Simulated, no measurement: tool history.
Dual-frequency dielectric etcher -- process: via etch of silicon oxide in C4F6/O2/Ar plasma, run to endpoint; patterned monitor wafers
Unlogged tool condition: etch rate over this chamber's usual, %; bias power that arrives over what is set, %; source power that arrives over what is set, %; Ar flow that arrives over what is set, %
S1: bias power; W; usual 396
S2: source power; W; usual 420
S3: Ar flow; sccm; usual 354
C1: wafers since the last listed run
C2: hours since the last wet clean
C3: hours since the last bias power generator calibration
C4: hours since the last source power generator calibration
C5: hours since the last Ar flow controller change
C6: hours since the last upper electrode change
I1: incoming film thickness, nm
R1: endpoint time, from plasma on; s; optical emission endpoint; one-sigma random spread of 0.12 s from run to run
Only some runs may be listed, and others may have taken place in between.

{"run": 1, "hour": 0.0, "S1": 396, "S2": 420, "S3": 322, "C1": 0, "C2": 177.2, "C3": 2003.3, "C4": 3334.0, "C5": 778.0, "C6": 628.0, "I1": 110.1, "R1": 28.7}
{"run": 2, "hour": 85.1, "S1": 460, "S2": 420, "S3": 320, "C1": 888, "C2": 262.3, "C3": 2088.4, "C4": 3419.1, "C5": 863.1, "C6": 713.1, "I1": 110.2, "R1": 27.2}
{"run": 3, "hour": 192.2, "S1": 460, "S2": 420, "S3": 320, "C1": 1118, "C2": 369.4, "C3": 2195.5, "C4": 3526.2, "C5": 970.2, "C6": 820.2, "I1": 107.8, "R1": 27.0}
{"run": 4, "hour": 243.2, "S1": 460, "S2": 420, "S3": 320, "C1": 532, "C2": 420.4, "C3": 2246.5, "C4": 3577.2, "C5": 1021.2, "C6": 871.2, "I1": 110.1, "R1": 27.6}
{"run": 5, "hour": 298.3, "S1": 396, "S2": 500, "S3": 354, "C1": 575, "C2": 475.5, "C3": 2301.6, "C4": 3632.3, "C5": 1076.3, "C6": 926.3, "I1": 109.1, "R1": 27.3}
{"hour": 331.4, "done": "wet clean of the chamber"}
{"run": 6, "hour": 386.4, "S1": 396, "S2": 500, "S3": 354, "C1": 669, "C2": 55.0, "C3": 2389.7, "C4": 3720.4, "C5": 1164.4, "C6": 1014.4, "I1": 109.1, "R1": 27.2}
{"run": 7, "hour": 437.0, "S1": 396, "S2": 420, "S3": 354, "C1": 528, "C2": 105.6, "C3": 2440.3, "C4": 3771.0, "C5": 1215.0, "C6": 1065.0, "I1": 109.6, "R1": 28.7}
{"run": 8, "hour": 510.0, "S1": 367, "S2": 340, "S3": 354, "C1": 762, "C2": 178.6, "C3": 2513.3, "C4": 3844.0, "C5": 1288.0, "C6": 1138.0, "I1": 109.2, "R1": 31.1}
{"run": 9, "hour": 580.9, "S1": 396, "S2": 480, "S3": 354, "C1": 740, "C2": 249.5, "C3": 2584.2, "C4": 3914.9, "C5": 1358.9, "C6": 1208.9, "I1": 109.1, "R1": 27.5}
{"run": 10, "hour": 665.0, "S1": 396, "S2": 420, "S3": 354, "C1": 878, "C2": 333.6, "C3": 2668.3, "C4": 3999.0, "C5": 1443.0, "C6": 1293.0, "I1": 109.2, "R1": 28.9}
{"run": 11, "hour": 701.9, "S1": 396, "S2": 420, "S3": 354, "C1": 385, "C2": 370.5, "C3": 2705.2, "C4": 4035.9, "C5": 1479.9, "C6": 1329.9, "I1": 109.2, "R1": 28.8}
{"run": 12, "hour": 795.9, "S1": 396, "S2": 420, "S3": 354, "C1": 981, "C2": 464.5, "C3": 2799.2, "C4": 4129.9, "C5": 1573.9, "C6": 1423.9, "I1": 109.7, "R1": 29.2}
{"hour": 882.9, "done": "wet clean of the chamber"}
{"run": 13, "hour": 883.4, "S1": 396, "S2": 420, "S3": 354, "C1": 662, "C2": 0.5, "C3": 2886.7, "C4": 4217.4, "C5": 1661.4, "C6": 1511.4, "I1": 109.8, "R1": 28.5}
{"run": 14, "hour": 909.3, "S1": 396, "S2": 420, "S3": 354, "C1": 270, "C2": 26.4, "C3": 2912.6, "C4": 4243.3, "C5": 1687.3, "C6": 1537.3, "I1": 109.2, "R1": 28.2}
{"hour": 967.5, "done": "bias power generator calibrated"}
{"run": 15, "hour": 975.9, "S1": 396, "S2": 380, "S3": 284, "C1": 653, "C2": 93.0, "C3": 8.4, "C4": 4309.9, "C5": 1753.9, "C6": 1603.9, "I1": 109.1, "R1": 28.8}
{"run": 16, "hour": 1074.1, "S1": 396, "S2": 480, "S3": 396, "C1": 1025, "C2": 191.2, "C3": 106.6, "C4": 4408.1, "C5": 1852.1, "C6": 1702.1, "I1": 109.5, "R1": 27.9}
{"hour": 1127.7, "done": "Ar flow controller replaced"}
{"run": 17, "hour": 1131.2, "S1": 396, "S2": 420, "S3": 329, "C1": 533, "C2": 248.3, "C3": 163.7, "C4": 4465.2, "C5": 3.5, "C6": 1759.2, "I1": 109.9, "R1": 28.8}
{"hour": 1163.3, "done": "source power generator calibrated"}
{"hour": 1233.1, "done": "upper electrode replaced, of another model than before"}
{"run": 18, "hour": 1233.6, "S1": 396, "S2": 460, "S3": 354, "C1": 776, "C2": 350.7, "C3": 266.1, "C4": 70.3, "C5": 105.9, "C6": 0.5, "I1": 107.8, "R1": 28.2}
{"run": 19, "hour": 1275.1, "S1": 396, "S2": 380, "S3": 292, "C1": 433, "C2": 392.2, "C3": 307.6, "C4": 111.8, "C5": 147.4, "C6": 42.0, "I1": 109.7, "R1": 29.0}
{"run": 20, "hour": 1317.8, "S1": 370, "S2": 450, "S3": 434, "C1": 445, "C2": 434.9, "C3": 350.3, "C4": 154.5, "C5": 190.1, "C6": 84.7, "I1": 108.3, "R1": 29.1}
{"hour": 1364.8, "done": "wet clean of the chamber"}
{"run": 21, "hour": 1418.9, "S1": 396, "S2": 420, "S3": 354, "C1": 804, "C2": 54.1, "C3": 451.4, "C4": 255.6, "C5": 291.2, "C6": 185.8, "I1": 108.6, "R1": 28.4}
{"run": 22, "hour": 1485.9, "S1": 330, "S2": 420, "S3": 430, "C1": 699, "C2": 121.1, "C3": 518.4, "C4": 322.6, "C5": 358.2, "C6": 252.8, "I1": 108.9, "R1": 30.1}
{"run": 23, "hour": 1588.2, "S1": 329, "S2": 510, "S3": 398, "C1": 1068, "C2": 223.4, "C3": 620.7, "C4": 424.9, "C5": 460.5, "C6": 355.1, "I1": 109.4, "R1": 29.5}
{"run": 24, "hour": 1694.1, "S1": 396, "S2": 420, "S3": 354, "C1": 1105, "C2": 329.3, "C3": 726.6, "C4": 530.8, "C5": 566.4, "C6": 461.0, "I1": 108.6, "R1": 28.7}
{"run": 25, "hour": 1765.7, "S1": 396, "S2": 420, "S3": 425, "C1": 747, "C2": 400.9, "C3": 798.2, "C4": 602.4, "C5": 638.0, "C6": 532.6, "I1": 110.4, "R1": 29.7}
{"hour": 1816.3, "done": "wet clean of the chamber"}
{"run": 26, "hour": 1823.2, "S1": 396, "S2": 420, "S3": 354, "C1": 349, "C2": 6.9, "C3": 855.7, "C4": 659.9, "C5": 695.5, "C6": 590.1, "I1": 110.1, "R1": 28.6}
{"run": 27, "hour": 1885.1, "S1": 355, "S2": 420, "S3": 354, "C1": 646, "C2": 68.8, "C3": 917.6, "C4": 721.8, "C5": 757.4, "C6": 652.0, "I1": 110.1, "R1": 29.3}
{"run": 28, "hour": 1957.5, "S1": 435, "S2": 480, "S3": 411, "C1": 755, "C2": 141.2, "C3": 990.0, "C4": 794.2, "C5": 829.8, "C6": 724.4, "I1": 109.5, "R1": 27.6}
{"run": 29, "hour": 2043.4, "S1": 368, "S2": 370, "S3": 418, "C1": 896, "C2": 227.1, "C3": 1075.9, "C4": 880.1, "C5": 915.7, "C6": 810.3, "I1": 109.6, "R1": 30.1}
{"run": 30, "hour": 2278.4, "S1": 396, "S2": 420, "S3": 354, "C1": 2453, "C2": 462.1, "C3": 1310.9, "C4": 1115.1, "C5": 1150.7, "C6": 1045.3, "I1": 108.9, "R1": 29.1}

Selected run-to-run steps in R1, each split into two signed amounts: the part the tool would show with no hidden state at all (from settings, incoming material and random variation), and the remainder, which goes to the hidden state together with any gauge scatter not common to the measured and the hidden-state-free results:
Run 5 -> 6: wet clean of the chamber. R1 -0.1 s: hidden state -0.5, all else +0.4.
Run 7 -> 8: S1 396 -> 367, S2 420 -> 340. R1 +2.4 s: hidden state +0.2, all else +2.2.
Run 8 -> 9: S1 367 -> 396, S2 340 -> 480. R1 -3.6 s: hidden state +0.0, all else -3.6.
Run 12 -> 13: wet clean of the chamber. R1 -0.7 s: hidden state -0.7, all else +0.0.
Run 25 -> 26: S3 425 -> 354, wet clean of the chamber. R1 -1.1 s: hidden state -0.7, all else -0.4.
Run 28 -> 29: S1 435 -> 368, S2 480 -> 370, S3 411 -> 418. R1 +2.5 s: hidden state +0.2, all else +2.3.
